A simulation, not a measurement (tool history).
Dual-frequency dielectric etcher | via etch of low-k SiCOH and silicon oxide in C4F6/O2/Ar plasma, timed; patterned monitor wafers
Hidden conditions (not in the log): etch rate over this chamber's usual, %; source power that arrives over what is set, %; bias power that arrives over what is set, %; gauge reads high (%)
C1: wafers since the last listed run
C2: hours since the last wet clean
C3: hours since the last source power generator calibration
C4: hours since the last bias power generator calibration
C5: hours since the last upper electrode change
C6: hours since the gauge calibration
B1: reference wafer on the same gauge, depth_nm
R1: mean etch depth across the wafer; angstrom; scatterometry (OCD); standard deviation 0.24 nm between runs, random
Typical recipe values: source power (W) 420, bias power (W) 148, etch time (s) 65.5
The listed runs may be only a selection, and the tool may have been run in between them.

{"run": 1, "hour": 0.0, "source power (W)": 420, "bias power (W)": 148, "etch time (s)": 65.5, "C1": 0, "C2": 276.8, "C3": 4296.8, "C4": 3181.1, "C5": 5024.8, "C6": 272.4, "B1": 157, "R1": 1611}
{"run": 2, "hour": 39.5, "source power (W)": 420, "bias power (W)": 148, "etch time (s)": 65.5, "C1": 521, "C2": 316.3, "C3": 4336.3, "C4": 3220.6, "C5": 5064.3, "C6": 311.9, "B1": 157, "R1": 1614}
{"run": 3, "hour": 107.4, "source power (W)": 420, "bias power (W)": 148, "etch time (s)": 65.5, "C1": 896, "C2": 384.2, "C3": 4404.2, "C4": 3288.5, "C5": 5132.2, "C6": 379.8, "B1": 157, "R1": 1617}
{"run": 4, "hour": 182.7, "source power (W)": 420, "bias power (W)": 126, "etch time (s)": 65.5, "C1": 994, "C2": 459.5, "C3": 4479.5, "C4": 3363.8, "C5": 5207.5, "C6": 455.1, "B1": 157, "R1": 1540}
{"run": 5, "hour": 245.2, "source power (W)": 420, "bias power (W)": 126, "etch time (s)": 65.5, "C1": 825, "C2": 522, "C3": 4542, "C4": 3426.3, "C5": 5270, "C6": 517.6, "B1": 157, "R1": 1544}
{"hour": 291.9, "done": "wet clean of the chamber"}
{"run": 6, "hour": 350.3, "source power (W)": 420, "bias power (W)": 126, "etch time (s)": 65.5, "C1": 1070, "C2": 58.4, "C3": 4647.1, "C4": 3531.4, "C5": 5375.1, "C6": 622.7, "B1": 157, "R1": 1526}
{"run": 7, "hour": 387.6, "source power (W)": 420, "bias power (W)": 148, "etch time (s)": 65.5, "C1": 492, "C2": 95.7, "C3": 4684.4, "C4": 3568.7, "C5": 5412.4, "C6": 660, "B1": 157, "R1": 1607}
{"run": 8, "hour": 456.7, "source power (W)": 340, "bias power (W)": 157, "etch time (s)": 51, "C1": 912, "C2": 164.8, "C3": 4753.5, "C4": 3637.8, "C5": 5481.5, "C6": 729.1, "B1": 157, "R1": 1153}
{"hour": 480.6, "done": "bias power generator calibrated"}
{"hour": 484.1, "done": "gauge calibrated"}
{"hour": 558.5, "done": "upper electrode replaced"}
{"run": 9, "hour": 559.0, "source power (W)": 500, "bias power (W)": 163, "etch time (s)": 65.5, "C1": 981, "C2": 267.1, "C3": 4855.8, "C4": 78.4, "C5": 0.5, "C6": 74.9, "B1": 157, "R1": 1801}
{"hour": 621.0, "done": "source power generator calibrated"}
{"run": 10, "hour": 652.3, "source power (W)": 380, "bias power (W)": 167, "etch time (s)": 56, "C1": 1179, "C2": 360.4, "C3": 31.3, "C4": 171.7, "C5": 93.8, "C6": 168.2, "B1": 157, "R1": 1369}
{"run": 11, "hour": 696.6, "source power (W)": 420, "bias power (W)": 148, "etch time (s)": 65.5, "C1": 584, "C2": 404.7, "C3": 75.6, "C4": 216, "C5": 138.1, "C6": 212.5, "B1": 157, "R1": 1617}
{"run": 12, "hour": 738.5, "source power (W)": 390, "bias power (W)": 136, "etch time (s)": 80.5, "C1": 553, "C2": 446.6, "C3": 117.5, "C4": 257.9, "C5": 180, "C6": 254.4, "B1": 157, "R1": 1866}
{"run": 13, "hour": 804.0, "source power (W)": 420, "bias power (W)": 148, "etch time (s)": 78, "C1": 864, "C2": 512.1, "C3": 183, "C4": 323.4, "C5": 245.5, "C6": 319.9, "B1": 157, "R1": 1927}
{"hour": 845.3, "done": "wet clean of the chamber"}
{"run": 14, "hour": 856.0, "source power (W)": 480, "bias power (W)": 148, "etch time (s)": 75, "C1": 369, "C2": 10.7, "C3": 235, "C4": 375.4, "C5": 297.5, "C6": 371.9, "B1": 156.9, "R1": 1961}
{"run": 15, "hour": 928.1, "source power (W)": 370, "bias power (W)": 184, "etch time (s)": 65.5, "C1": 951, "C2": 82.8, "C3": 307.1, "C4": 447.5, "C5": 369.6, "C6": 444, "B1": 157, "R1": 1627}

Predict each of these 3 candidate next runs independently; none follows another, all start after run 15:
{"run": "A", "hour": 928.5, "source power (W)": 420, "bias power (W)": 148, "etch time (s)": 65.5, "C1": 5, "C2": 83.2, "C3": 307.5, "C4": 447.9, "C5": 370, "C6": 444.4, "B1": "?", "R1": "?"}
{"run": "B", "hour": 928.5, "source power (W)": 460, "bias power (W)": 148, "etch time (s)": 65.5, "C1": 5, "C2": 83.2, "C3": 307.5, "C4": 447.9, "C5": 370, "C6": 444.4, "B1": "?", "R1": "?"}
{"run": "C", "hour": 928.5, "source power (W)": 420, "bias power (W)": 173, "etch time (s)": 65.5, "C1": 5, "C2": 83.2, "C3": 307.5, "C4": 447.9, "C5": 370, "C6": 444.4, "B1": "?", "R1": "?"}

run=A B1=157 R1=1609
run=B B1=157 R1=1680
run=C B1=157 R1=1694
Without the tool's hidden state the same runs would have given:
run=A R1=1606
run=B R1=1676
run=C R1=1690
